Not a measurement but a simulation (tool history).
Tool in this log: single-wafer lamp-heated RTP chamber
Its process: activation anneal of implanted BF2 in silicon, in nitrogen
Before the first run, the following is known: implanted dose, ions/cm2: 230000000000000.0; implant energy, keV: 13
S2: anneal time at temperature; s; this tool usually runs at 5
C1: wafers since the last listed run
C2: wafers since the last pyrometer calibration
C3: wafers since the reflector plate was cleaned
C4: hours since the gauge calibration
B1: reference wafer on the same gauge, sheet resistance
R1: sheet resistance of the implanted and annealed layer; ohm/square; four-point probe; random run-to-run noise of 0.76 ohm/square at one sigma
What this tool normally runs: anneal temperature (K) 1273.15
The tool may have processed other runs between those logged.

run 1 hour=0 | anneal_temperature_(K)=1283.15 S2=6 | C1=0 C2=4334 C3=10250 C4=677.5 | B1=562.23 | R1=503.77
run 2 hour=31.5 | anneal_temperature_(K)=1283.15 S2=6 | C1=772 C2=5107 C3=11023 C4=709 | B1=562.27 | R1=504.47
run 3 hour=56 | anneal_temperature_(K)=1273.15 S2=5 | C1=601 C2=5708 C3=11624 C4=733.5 | B1=562.77 | R1=504.51
run 4 hour=120.6 | anneal_temperature_(K)=1273.15 S2=5 | C1=1585 C2=7293 C3=13209 C4=798.1 | B1=562.88 | R1=507.11
run 5 hour=146.6 | anneal_temperature_(K)=1273.15 S2=6 | C1=637 C2=7931 C3=13847 C4=824.1 | B1=563.08 | R1=505.62
-- hour=179.1 reflector plate cleaned
run 6 hour=189.4 | anneal_temperature_(K)=1273.15 S2=6 | C1=853 C2=8785 C3=253 C4=866.9 | B1=563.3 | R1=507.11
-- hour=210.5 pyrometer window cleaned and pyrometer calibrated
run 7 hour=237.7 | anneal_temperature_(K)=1273.15 S2=5 | C1=988 C2=666 C3=1241 C4=915.2 | B1=563.92 | R1=506.11
run 8 hour=292.5 | anneal_temperature_(K)=1273.15 S2=5 | C1=1344 C2=2011 C3=2586 C4=970 | B1=564 | R1=507.25
run 9 hour=336.4 | anneal_temperature_(K)=1273.15 S2=5 | C1=1077 C2=3088 C3=3663 C4=1013.9 | B1=564.2 | R1=507.52
run 10 hour=376.1 | anneal_temperature_(K)=1273.15 S2=5 | C1=974 C2=4062 C3=4637 C4=1053.6 | B1=564.59 | R1=507.54
run 11 hour=425.3 | anneal_temperature_(K)=1273.15 S2=5 | C1=1207 C2=5269 C3=5845 C4=1102.8 | B1=564.99 | R1=508.38
run 12 hour=464.8 | anneal_temperature_(K)=1273.15 S2=5 | C1=969 C2=6239 C3=6814 C4=1142.3 | B1=565.03 | R1=509.95
run 13 hour=519.2 | anneal_temperature_(K)=1286.15 S2=5 | C1=1334 C2=7574 C3=8149 C4=1196.7 | B1=566.1 | R1=508
run 14 hour=547 | anneal_temperature_(K)=1273.15 S2=5 | C1=682 C2=8256 C3=8831 C4=1224.5 | B1=566.25 | R1=509.73
run 15 hour=574.6 | anneal_temperature_(K)=1273.15 S2=5 | C1=677 C2=8933 C3=9508 C4=1252.1 | B1=566.34 | R1=508.72
run 16 hour=610.3 | anneal_temperature_(K)=1273.15 S2=5 | C1=876 C2=9809 C3=10384 C4=1287.8 | B1=566.62 | R1=510.38
-- hour=671.3 pyrometer window cleaned and pyrometer calibrated
run 17 hour=671.8 | anneal_temperature_(K)=1247.15 S2=3 | C1=1312 C2=12 C3=11697 C4=1349.3 | B1=567.27 | R1=526.2
run 18 hour=728.1 | anneal_temperature_(K)=1273.15 S2=6 | C1=1381 C2=1393 C3=13079 C4=1405.6 | B1=567.91 | R1=509.74
-- hour=788.7 reflector plate cleaned
run 19 hour=794.2 | anneal_temperature_(K)=1301.15 S2=7 | C1=1425 C2=2819 C3=135 C4=1471.7 | B1=568.47 | R1=508.04
run 20 hour=833.3 | anneal_temperature_(K)=1298.15 S2=5 | C1=959 C2=3778 C3=1094 C4=1510.8 | B1=568.97 | R1=511.18
-- hour=885.1 gauge calibrated
run 21 hour=904.2 | anneal_temperature_(K)=1273.15 S2=5 | C1=1739 C2=5518 C3=2834 C4=19.1 | B1=560.7 | R1=504.42
run 22 hour=958.3 | anneal_temperature_(K)=1296.15 S2=3 | C1=1327 C2=6845 C3=4162 C4=73.2 | B1=561.02 | R1=506.05
run 23 hour=985.7 | anneal_temperature_(K)=1261.15 S2=3 | C1=672 C2=7518 C3=4834 C4=100.6 | B1=560.9 | R1=507.31
run 24 hour=1035.1 | anneal_temperature_(K)=1254.15 S2=7 | C1=1212 C2=8730 C3=6046 C4=150 | B1=561.13 | R1=510.81
run 25 hour=1072.2 | anneal_temperature_(K)=1243.15 S2=3 | C1=910 C2=9640 C3=6956 C4=187.1 | B1=560.68 | R1=525.15
-- hour=1106.6 pyrometer window cleaned and pyrometer calibrated
run 26 hour=1142.7 | anneal_temperature_(K)=1298.15 S2=5 | C1=1533 C2=885 C3=8490 C4=257.6 | B1=561.32 | R1=503.93
run 27 hour=1204.1 | anneal_temperature_(K)=1273.15 S2=5 | C1=1506 C2=2391 C3=9997 C4=319 | B1=561.05 | R1=505.07
run 28 hour=1273.1 | anneal_temperature_(K)=1249.15 S2=3 | C1=1693 C2=4085 C3=11690 C4=388 | B1=561.42 | R1=518.21
run 29 hour=1336.7 | anneal_temperature_(K)=1273.15 S2=4 | C1=1560 C2=5645 C3=13250 C4=451.6 | B1=561.69 | R1=505.87
-- hour=1402.3 reflector plate cleaned
run 30 hour=1408.1 | anneal_temperature_(K)=1257.15 S2=3 | C1=1555 C2=7201 C3=142 C4=523 | B1=561.84 | R1=511.96
run 31 hour=1440.2 | anneal_temperature_(K)=1273.15 S2=5 | C1=787 C2=7989 C3=930 C4=555.1 | B1=562.46 | R1=506.36
-- hour=1474.2 pyrometer window cleaned and pyrometer calibrated
run 32 hour=1490.3 | anneal_temperature_(K)=1247.15 S2=3 | C1=1033 C2=394 C3=1963 C4=605.2 | B1=562.19 | R1=520.21
run 33 hour=1548.2 | anneal_temperature_(K)=1273.15 S2=5 | C1=1420 C2=1815 C3=3384 C4=663.1 | B1=562.88 | R1=505.55
run 34 hour=1619.9 | anneal_temperature_(K)=1262.15 S2=3 | C1=1759 C2=3574 C3=5143 C4=734.8 | B1=562.86 | R1=510.25
run 35 hour=1661.6 | anneal_temperature_(K)=1261.15 S2=3 | C1=1023 C2=4598 C3=6166 C4=776.5 | B1=563.09 | R1=509.69
run 36 hour=1701.8 | anneal_temperature_(K)=1281.15 S2=5 | C1=986 C2=5584 C3=7153 C4=816.7 | B1=563.42 | R1=505.75
run 37 hour=1761.7 | anneal_temperature_(K)=1292.15 S2=3 | C1=1469 C2=7054 C3=8622 C4=876.6 | B1=563.75 | R1=505.98

Alternative continuations, all from the tool just after run 37; predict every row:
run A hour=1762.1 | anneal_temperature_(K)=1273.15 S2=5 | C1=9 C2=7064 C3=8632 C4=877 | B1=? | R1=?
run B hour=1762.1 | anneal_temperature_(K)=1299.15 S2=7 | C1=9 C2=7064 C3=8632 C4=877 | B1=? | R1=?
run C hour=1762.1 | anneal_temperature_(K)=1257.15 S2=6 | C1=9 C2=7064 C3=8632 C4=877 | B1=? | R1=?

run=A B1=563.68 R1=505.58
run=B B1=563.68 R1=502.54
run=C B1=563.68 R1=510.82
Without the tool's unlogged condition, the same runs would have read:
run=A R1=502.25
run=B R1=499.24
run=C R1=507.46
